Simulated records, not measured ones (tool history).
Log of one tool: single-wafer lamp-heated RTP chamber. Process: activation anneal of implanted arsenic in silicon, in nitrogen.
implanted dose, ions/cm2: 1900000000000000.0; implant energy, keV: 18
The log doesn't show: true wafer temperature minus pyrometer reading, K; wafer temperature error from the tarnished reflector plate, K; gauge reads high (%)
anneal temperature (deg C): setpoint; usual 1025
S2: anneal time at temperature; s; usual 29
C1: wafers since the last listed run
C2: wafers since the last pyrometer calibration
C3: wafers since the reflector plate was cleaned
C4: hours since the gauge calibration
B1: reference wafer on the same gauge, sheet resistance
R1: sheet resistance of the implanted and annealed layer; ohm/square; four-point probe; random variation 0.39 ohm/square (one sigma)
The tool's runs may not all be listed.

run 1 hour=0 | anneal_temperature_(deg_C)=1025 S2=29 | C1=0 C2=6132 C3=3594 C4=279.7 | B1=97.24 | R1=91.18
run 2 hour=20 | anneal_temperature_(deg_C)=1025 S2=29 | C1=161 C2=6293 C3=3755 C4=299.7 | B1=97.16 | R1=90.45
run 3 hour=101.6 | anneal_temperature_(deg_C)=1025 S2=29 | C1=657 C2=6951 C3=4413 C4=381.3 | B1=97.17 | R1=90.7
-- hour=109.3 gauge calibrated
run 4 hour=117.2 | anneal_temperature_(deg_C)=1025 S2=29 | C1=125 C2=7076 C3=4538 C4=7.9 | B1=97.22 | R1=90.28
run 5 hour=136 | anneal_temperature_(deg_C)=1025 S2=29 | C1=151 C2=7228 C3=4690 C4=26.7 | B1=97.13 | R1=90.89
run 6 hour=152.3 | anneal_temperature_(deg_C)=1025 S2=18 | C1=131 C2=7359 C3=4821 C4=43 | B1=97.17 | R1=99.39
-- hour=168.5 pyrometer window cleaned and pyrometer calibrated
run 7 hour=179.8 | anneal_temperature_(deg_C)=1025 S2=18 | C1=157 C2=91 C3=4978 C4=70.5 | B1=97.13 | R1=99.05
run 8 hour=215.3 | anneal_temperature_(deg_C)=1025 S2=44 | C1=286 C2=377 C3=5264 C4=106 | B1=97.27 | R1=83.13
run 9 hour=237.2 | anneal_temperature_(deg_C)=1025 S2=34 | C1=176 C2=553 C3=5441 C4=127.9 | B1=97.23 | R1=87.76
run 10 hour=255.4 | anneal_temperature_(deg_C)=1025 S2=29 | C1=146 C2=700 C3=5587 C4=146.1 | B1=97.25 | R1=91.23
-- hour=273.8 reflector plate cleaned
run 11 hour=285.9 | anneal_temperature_(deg_C)=1025 S2=29 | C1=181 C2=881 C3=97 C4=176.6 | B1=97.12 | R1=93.45
run 12 hour=304.1 | anneal_temperature_(deg_C)=1025 S2=38 | C1=146 C2=1028 C3=243 C4=194.8 | B1=97.23 | R1=88.69
run 13 hour=333.9 | anneal_temperature_(deg_C)=1009 S2=14 | C1=240 C2=1268 C3=484 C4=224.6 | B1=97.15 | R1=114.87
run 14 hour=363.4 | anneal_temperature_(deg_C)=1025 S2=35 | C1=237 C2=1506 C3=721 C4=254.1 | B1=97.24 | R1=89.3

Some steps in R1 between neighbouring runs. How much of each would the tool show without its hidden state too (settings, what came in, random variation), and how much is left for the hidden state, with any gauge scatter that isn't in both results?
Run 10 -> 11: reflector plate cleaned. R1 +2.22 ohm/square: hidden state +3.21, all else -0.99.
Run 12 -> 13: anneal temperature (deg C) 1025 -> 1009, S2 38 -> 14. R1 +26.18 ohm/square: hidden state -0.47, all else +26.65.
